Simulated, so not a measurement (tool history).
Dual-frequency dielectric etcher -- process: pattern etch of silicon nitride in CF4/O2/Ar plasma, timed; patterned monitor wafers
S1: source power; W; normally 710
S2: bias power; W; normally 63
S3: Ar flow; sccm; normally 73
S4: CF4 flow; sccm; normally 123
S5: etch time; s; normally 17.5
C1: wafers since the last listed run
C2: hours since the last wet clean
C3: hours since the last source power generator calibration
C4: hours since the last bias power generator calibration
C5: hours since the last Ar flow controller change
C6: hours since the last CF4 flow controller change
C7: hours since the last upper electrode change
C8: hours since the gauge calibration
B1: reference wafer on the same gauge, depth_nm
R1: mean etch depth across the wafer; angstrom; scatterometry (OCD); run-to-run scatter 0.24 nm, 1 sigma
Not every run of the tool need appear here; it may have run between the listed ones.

run,hour,S1,S2,S3,S4,S5,C1,C2,C3,C4,C5,C6,C7,C8,B1,R1
1,0,710,63,73,123,17.5,0,177.7,2070.5,4657.2,3446.4,2731.5,2432.2,135.5,39.2,462
2,7.6,770,63,73,123,17.5,112,185.3,2078.1,4664.8,3454,2739.1,2439.8,143.1,39.2,498
3,25.5,770,63,73,123,17.5,265,203.2,2096,4682.7,3471.9,2757,2457.7,161,39.2,501
4,37.6,770,63,73,123,17.5,179,215.3,2108.1,4694.8,3484,2769.1,2469.8,173.1,39.2,498
# hour 50: CF4 flow controller replaced
# hour 71.9: upper electrode replaced
5,72.4,710,63,73,123,17.5,102,250.1,2142.9,4729.6,3518.8,22.4,0.5,207.9,39.1,459
6,72.7,710,63,73,123,17.5,4,250.4,2143.2,4729.9,3519.1,22.7,0.8,208.2,39.2,458
7,74.7,710,55,73,123,17.5,29,252.4,2145.2,4731.9,3521.1,24.7,2.8,210.2,39.2,433
8,83.9,710,55,73,123,17.5,136,261.6,2154.4,4741.1,3530.3,33.9,12,219.4,39.2,429
# hour 88.5: source power generator calibrated
9,99.3,710,55,73,123,17.5,168,277,10.8,4756.5,3545.7,49.3,27.4,234.8,39.2,429
10,116.2,710,63,60,123,15,250,293.9,27.7,4773.4,3562.6,66.2,44.3,251.7,39.3,392
# hour 116.4: gauge calibrated
11,127,710,63,73,123,17.5,159,304.7,38.5,4784.2,3573.4,77,55.1,10.6,39.2,452
12,142,640,63,73,123,17.5,222,319.7,53.5,4799.2,3588.4,92,70.1,25.6,39.2,409
# hour 149.9: Ar flow controller replaced
13,152.7,710,63,73,123,17.5,69,330.4,64.2,4809.9,2.8,102.7,80.8,36.3,39.2,451
# hour 176.6: bias power generator calibrated
# hour 214.3: wet clean of the chamber
14,214.8,710,63,85,123,22,505,0.5,126.3,38.2,64.9,164.8,142.9,98.4,39.2,591
15,215.2,710,63,60,123,15,5,0.9,126.7,38.6,65.3,165.2,143.3,98.8,39.2,407
16,224.7,800,63,79,123,17.5,140,10.4,136.2,48.1,74.8,174.7,152.8,108.3,39.2,525
17,242.1,710,63,73,151,17.5,257,27.8,153.6,65.5,92.2,192.1,170.2,125.7,39.2,478
18,250.9,710,63,73,146,21.5,130,36.6,162.4,74.3,101,200.9,179,134.5,39.2,582
19,259.1,710,63,73,134,17.5,121,44.8,170.6,82.5,109.2,209.1,187.2,142.7,39.2,470
20,269,710,63,67,123,17.5,146,54.7,180.5,92.4,119.1,219,197.1,152.6,39.2,468
21,285.7,850,63,73,123,15,247,71.4,197.2,109.1,135.8,235.7,213.8,169.3,39.2,480

What if the next run were any one of these 4? Each begins from the tool's condition after run 21:
A,286.1,710,63,73,123,21,5,71.8,197.6,109.5,136.2,236.1,214.2,169.7,?,?
B,286.1,710,63,73,123,15.5,5,71.8,197.6,109.5,136.2,236.1,214.2,169.7,?,?
C,286.1,710,69,73,123,17.5,5,71.8,197.6,109.5,136.2,236.1,214.2,169.7,?,?
D,286.1,840,63,73,143,17.5,5,71.8,197.6,109.5,136.2,236.1,214.2,169.7,?,?

run,B1,R1
A,39.2,563
B,39.2,416
C,39.2,487
D,39.2,561
With no hidden state in the tool, these same runs would have given:
run,R1
A,566
B,418
C,490
D,564
